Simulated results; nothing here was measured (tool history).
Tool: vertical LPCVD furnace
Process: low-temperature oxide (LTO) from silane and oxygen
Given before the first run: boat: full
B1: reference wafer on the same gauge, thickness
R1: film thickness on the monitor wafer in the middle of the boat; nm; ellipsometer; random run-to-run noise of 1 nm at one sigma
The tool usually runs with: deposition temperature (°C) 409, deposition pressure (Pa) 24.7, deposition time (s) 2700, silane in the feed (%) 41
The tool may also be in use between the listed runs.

run 1 hour=0.0 | deposition_temperature_(°C)=409 deposition_pressure_(Pa)=24.7 deposition_time_(s)=2700 silane_in_the_feed_(%)=41 | B1=315.98 | R1=387.31
run 2 hour=40.0 | deposition_temperature_(°C)=409 deposition_pressure_(Pa)=24.7 deposition_time_(s)=2700 silane_in_the_feed_(%)=41 | B1=315.59 | R1=388.63
run 3 hour=105.0 | deposition_temperature_(°C)=409 deposition_pressure_(Pa)=24.7 deposition_time_(s)=2700 silane_in_the_feed_(%)=41 | B1=316.16 | R1=388.60
run 4 hour=169.2 | deposition_temperature_(°C)=409 deposition_pressure_(Pa)=24.7 deposition_time_(s)=2700 silane_in_the_feed_(%)=39 | B1=315.74 | R1=366.06
run 5 hour=225.2 | deposition_temperature_(°C)=409 deposition_pressure_(Pa)=24.7 deposition_time_(s)=2700 silane_in_the_feed_(%)=39 | B1=316.03 | R1=367.90
run 6 hour=267.5 | deposition_temperature_(°C)=409 deposition_pressure_(Pa)=24.7 deposition_time_(s)=2700 silane_in_the_feed_(%)=39 | B1=316.04 | R1=366.09
run 7 hour=332.9 | deposition_temperature_(°C)=409 deposition_pressure_(Pa)=24.7 deposition_time_(s)=2700 silane_in_the_feed_(%)=41 | B1=316.00 | R1=389.32
run 8 hour=361.1 | deposition_temperature_(°C)=409 deposition_pressure_(Pa)=24.7 deposition_time_(s)=2700 silane_in_the_feed_(%)=41 | B1=315.73 | R1=391.28
run 9 hour=414.2 | deposition_temperature_(°C)=409 deposition_pressure_(Pa)=24.7 deposition_time_(s)=3060 silane_in_the_feed_(%)=41 | B1=316.17 | R1=441.83
run 10 hour=455.2 | deposition_temperature_(°C)=409 deposition_pressure_(Pa)=24.7 deposition_time_(s)=2700 silane_in_the_feed_(%)=41 | B1=315.98 | R1=390.14
run 11 hour=522.2 | deposition_temperature_(°C)=409 deposition_pressure_(Pa)=24.7 deposition_time_(s)=2700 silane_in_the_feed_(%)=41 | B1=316.23 | R1=389.90
run 12 hour=556.4 | deposition_temperature_(°C)=406 deposition_pressure_(Pa)=24.7 deposition_time_(s)=2700 silane_in_the_feed_(%)=41 | B1=315.74 | R1=379.82
run 13 hour=590.1 | deposition_temperature_(°C)=406 deposition_pressure_(Pa)=24.7 deposition_time_(s)=2700 silane_in_the_feed_(%)=41 | B1=316.36 | R1=380.11
run 14 hour=655.1 | deposition_temperature_(°C)=409 deposition_pressure_(Pa)=24.7 deposition_time_(s)=3330 silane_in_the_feed_(%)=34 | B1=315.94 | R1=383.75
-- hour=681.4 thermocouples replaced and temperature profile calibrated
-- hour=708.4 silane flow controller replaced
run 15 hour=708.9 | deposition_temperature_(°C)=409 deposition_pressure_(Pa)=20.0 deposition_time_(s)=2370 silane_in_the_feed_(%)=41 | B1=315.92 | R1=282.35
run 16 hour=734.4 | deposition_temperature_(°C)=398 deposition_pressure_(Pa)=24.7 deposition_time_(s)=2700 silane_in_the_feed_(%)=49 | B1=316.26 | R1=420.73
-- hour=737.0 gauge calibrated
run 17 hour=759.3 | deposition_temperature_(°C)=402 deposition_pressure_(Pa)=24.7 deposition_time_(s)=1950 silane_in_the_feed_(%)=41 | B1=315.77 | R1=264.16
run 18 hour=804.7 | deposition_temperature_(°C)=409 deposition_pressure_(Pa)=24.7 deposition_time_(s)=1980 silane_in_the_feed_(%)=41 | B1=315.80 | R1=287.81
run 19 hour=852.5 | deposition_temperature_(°C)=409 deposition_pressure_(Pa)=24.7 deposition_time_(s)=2700 silane_in_the_feed_(%)=36 | B1=315.98 | R1=335.13
run 20 hour=902.3 | deposition_temperature_(°C)=409 deposition_pressure_(Pa)=24.7 deposition_time_(s)=2700 silane_in_the_feed_(%)=41 | B1=315.90 | R1=393.10
-- hour=936.1 pressure gauge zeroed
run 21 hour=947.6 | deposition_temperature_(°C)=419 deposition_pressure_(Pa)=30.0 deposition_time_(s)=3120 silane_in_the_feed_(%)=34 | B1=316.08 | R1=472.85
run 22 hour=981.0 | deposition_temperature_(°C)=406 deposition_pressure_(Pa)=24.7 deposition_time_(s)=2700 silane_in_the_feed_(%)=41 | B1=315.97 | R1=367.62
run 23 hour=1031.9 | deposition_temperature_(°C)=409 deposition_pressure_(Pa)=24.7 deposition_time_(s)=1740 silane_in_the_feed_(%)=41 | B1=315.83 | R1=243.21
run 24 hour=1078.0 | deposition_temperature_(°C)=409 deposition_pressure_(Pa)=22.7 deposition_time_(s)=2700 silane_in_the_feed_(%)=41 | B1=315.78 | R1=348.51
run 25 hour=1120.8 | deposition_temperature_(°C)=409 deposition_pressure_(Pa)=24.7 deposition_time_(s)=2400 silane_in_the_feed_(%)=41 | B1=316.03 | R1=338.11
run 26 hour=1152.1 | deposition_temperature_(°C)=409 deposition_pressure_(Pa)=27.3 deposition_time_(s)=3510 silane_in_the_feed_(%)=39 | B1=316.15 | R1=516.32
run 27 hour=1223.0 | deposition_temperature_(°C)=409 deposition_pressure_(Pa)=24.7 deposition_time_(s)=2700 silane_in_the_feed_(%)=41 | B1=316.00 | R1=379.17

Run-by-run hidden state of the tool:
true tube temperature minus thermocouple reading, K: 0 at every run
deviation of the silane flow from its setpoint, %: 0 at every run
gauge reads high (%): 0 at every run
H1: true pressure minus gauge reading, mTorr
run=1 H1=5.34
run=2 H1=5.47
run=3 H1=5.68
run=4 H1=5.88
run=5 H1=6.07
run=6 H1=6.21
run=7 H1=6.43
run=8 H1=6.53
run=9 H1=6.71
run=10 H1=6.86
run=11 H1=7.1
run=12 H1=7.22
run=13 H1=7.35
run=14 H1=7.59
run=15 H1=7.79
run=16 H1=7.89
run=17 H1=7.99
run=18 H1=8.16
run=19 H1=8.35
run=20 H1=8.55
run=21 H1=1.75
run=22 H1=1.75
run=23 H1=1.76
run=24 H1=1.76
run=25 H1=1.77
run=26 H1=1.77
run=27 H1=1.79
